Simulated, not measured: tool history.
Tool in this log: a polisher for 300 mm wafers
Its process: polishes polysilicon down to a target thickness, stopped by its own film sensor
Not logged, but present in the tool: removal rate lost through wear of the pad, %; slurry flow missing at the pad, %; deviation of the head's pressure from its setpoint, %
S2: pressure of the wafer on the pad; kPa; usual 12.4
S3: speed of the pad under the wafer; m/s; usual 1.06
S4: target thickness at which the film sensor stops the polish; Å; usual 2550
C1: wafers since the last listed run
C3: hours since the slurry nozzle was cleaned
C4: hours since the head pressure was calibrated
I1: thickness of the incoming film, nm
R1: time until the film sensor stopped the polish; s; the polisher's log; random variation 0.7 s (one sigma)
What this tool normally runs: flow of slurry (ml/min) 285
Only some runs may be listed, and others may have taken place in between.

Run 1, hour 0: usual settings; C1 0; wafers polished on this pad 1995; C3 490.5; C4 100.5; I1 618.7. Result: R1 80.9 s.
At hour 26: worn pad replaced by a new one.
Run 2, hour 36.3: usual settings; C1 196; wafers polished on this pad 62; C3 526.8; C4 136.8; I1 610.1. Result: R1 79.2 s.
Run 3, hour 131.8: usual settings; C1 581; wafers polished on this pad 644; C3 622.3; C4 232.3; I1 627.8. Result: R1 86.3 s.
At hour 166.6: slurry nozzle cleaned.
Run 4, hour 208.8: usual settings but flow of slurry (ml/min) 310, S2 11 kPa; C1 462; wafers polished on this pad 1107; C3 42.2; C4 309.3; I1 616.4. Result: R1 84.8 s.
Run 5, hour 285.9: usual settings but flow of slurry (ml/min) 310, S2 11 kPa; C1 469; wafers polished on this pad 1577; C3 119.3; C4 386.4; I1 622.1. Result: R1 86.1 s.
Run 6, hour 380.9: usual settings but flow of slurry (ml/min) 310, S2 11 kPa; C1 578; wafers polished on this pad 2155; C3 214.3; C4 481.4; I1 614.4. Result: R1 85 s.
At hour 399.7: worn pad replaced by a new one.
Run 7, hour 432.8: usual settings; C1 291; wafers polished on this pad 201; C3 266.2; C4 533.3; I1 621. Result: R1 78.1 s.
Run 8, hour 495.9: usual settings; C1 384; wafers polished on this pad 585; C3 329.3; C4 596.4; I1 631.8. Result: R1 81.1 s.
Run 9, hour 553.5: usual settings but flow of slurry (ml/min) 305; C1 350; wafers polished on this pad 936; C3 386.9; C4 654; I1 627.7. Result: R1 79.8 s.
Run 10, hour 646.3: usual settings; C1 565; wafers polished on this pad 1501; C3 479.7; C4 746.8; I1 626.2. Result: R1 81.6 s.
Run 11, hour 717.1: usual settings; C1 431; wafers polished on this pad 1932; C3 550.5; C4 817.6; I1 619. Result: R1 81.4 s.
Run 12, hour 768.1: usual settings but S2 9.7 kPa; C1 310; wafers polished on this pad 2243; C3 601.5; C4 868.6; I1 611.5. Result: R1 103.5 s.
At hour 770.4: head pressure recalibrated.
At hour 792.2: worn pad replaced by a new one.
At hour 842.6: slurry nozzle cleaned.
Run 13, hour 871.5: usual settings; C1 587; wafers polished on this pad 476; C3 28.9; C4 101.1; I1 631.4. Result: R1 79 s.
Run 14, hour 936.8: usual settings but flow of slurry (ml/min) 325; C1 397; wafers polished on this pad 874; C3 94.2; C4 166.4; I1 621. Result: R1 77.6 s.
Run 15, hour 1021.9: usual settings; C1 518; wafers polished on this pad 1392; C3 179.3; C4 251.5; I1 610.3. Result: R1 74.3 s.
Run 16, hour 1058.3: usual settings but S2 11 kPa, S3 1.2 m/s; C1 221; wafers polished on this pad 1614; C3 215.7; C4 287.9; I1 619. Result: R1 76.5 s.
Run 17, hour 1149.4: usual settings but flow of slurry (ml/min) 375, S2 10.3 kPa; C1 554; wafers polished on this pad 2169; C3 306.8; C4 379; I1 616.5. Result: R1 90.4 s.
At hour 1180.6: worn pad replaced by a new one.
Run 18, hour 1214.8: usual settings; C1 373; wafers polished on this pad 208; C3 372.2; C4 444.4; I1 616.9. Result: R1 77.7 s.
Run 19, hour 1250.8: usual settings but S2 15.9 kPa, S3 0.92 m/s; C1 219; wafers polished on this pad 427; C3 408.2; C4 480.4; I1 617.2. Result: R1 69.8 s.
Run 20, hour 1317.8: usual settings but S2 15.9 kPa, S3 0.94 m/s; C1 408; wafers polished on this pad 835; C3 475.2; C4 547.4; I1 617.8. Result: R1 69.8 s.
At hour 1383.3: slurry nozzle cleaned.
Run 21, hour 1393.4: usual settings but S2 9 kPa; C1 454; wafers polished on this pad 1290; C3 10.1; C4 623; I1 608. Result: R1 102.8 s.
At hour 1467.3: head pressure recalibrated.
Run 22, hour 1488.6: usual settings but S3 1.42 m/s, S4 3610 Å; C1 567; wafers polished on this pad 1857; C3 105.3; C4 21.3; I1 621.8. Result: R1 40.9 s.
At hour 1516.3: worn pad replaced by a new one.
Run 23, hour 1576.1: usual settings; C1 508; wafers polished on this pad 364; C3 192.8; C4 108.8; I1 627.7. Result: R1 79.1 s.
Run 24, hour 1634.4: usual settings but S3 1.22 m/s, S4 3320 Å; C1 355; wafers polished on this pad 719; C3 251.1; C4 167.1; I1 620.3. Result: R1 54.4 s.
Run 25, hour 1701.7: usual settings; C1 409; wafers polished on this pad 1129; C3 318.4; C4 234.4; I1 627.2. Result: R1 81.1 s.
Run 26, hour 1797.5: usual settings; C1 583; wafers polished on this pad 1712; C3 414.2; C4 330.2; I1 615.9. Result: R1 78.5 s.
At hour 1858.8: worn pad replaced by a new one.
Run 27, hour 1869.9: usual settings but S3 0.76 m/s, S4 1980 Å; C1 416; wafers polished on this pad 67; C3 486.6; C4 402.6; I1 632.9. Result: R1 133.3 s.

Each row is a separate what-if for the run after 27, all from the same tool condition, not one after another. Results?
Run A, hour 1870.3: usual settings; C1 2; wafers polished on this pad 69; C3 487; C4 403; I1 621.1. Result: R1 ?.
Run B, hour 1870.3: usual settings but flow of slurry (ml/min) 350, S2 10.3 kPa, S3 0.84 m/s; C1 2; wafers polished on this pad 69; C3 487; C4 403; I1 621.1. Result: R1 ?.
Run C, hour 1870.3: usual settings but flow of slurry (ml/min) 330, S2 10.3 kPa, S3 1.28 m/s; C1 2; wafers polished on this pad 69; C3 487; C4 403; I1 621.1. Result: R1 ?.
Run D, hour 1870.3: usual settings but S3 0.8 m/s; C1 2; wafers polished on this pad 69; C3 487; C4 403; I1 621.1. Result: R1 ?.

run     R1
  A   82.8
  B  121.6
  C   80.4
  D  109.7
With no hidden state in the tool, these same runs would have given:
run     R1
  A   77.7
  B  115.5
  C   76.2
  D    103
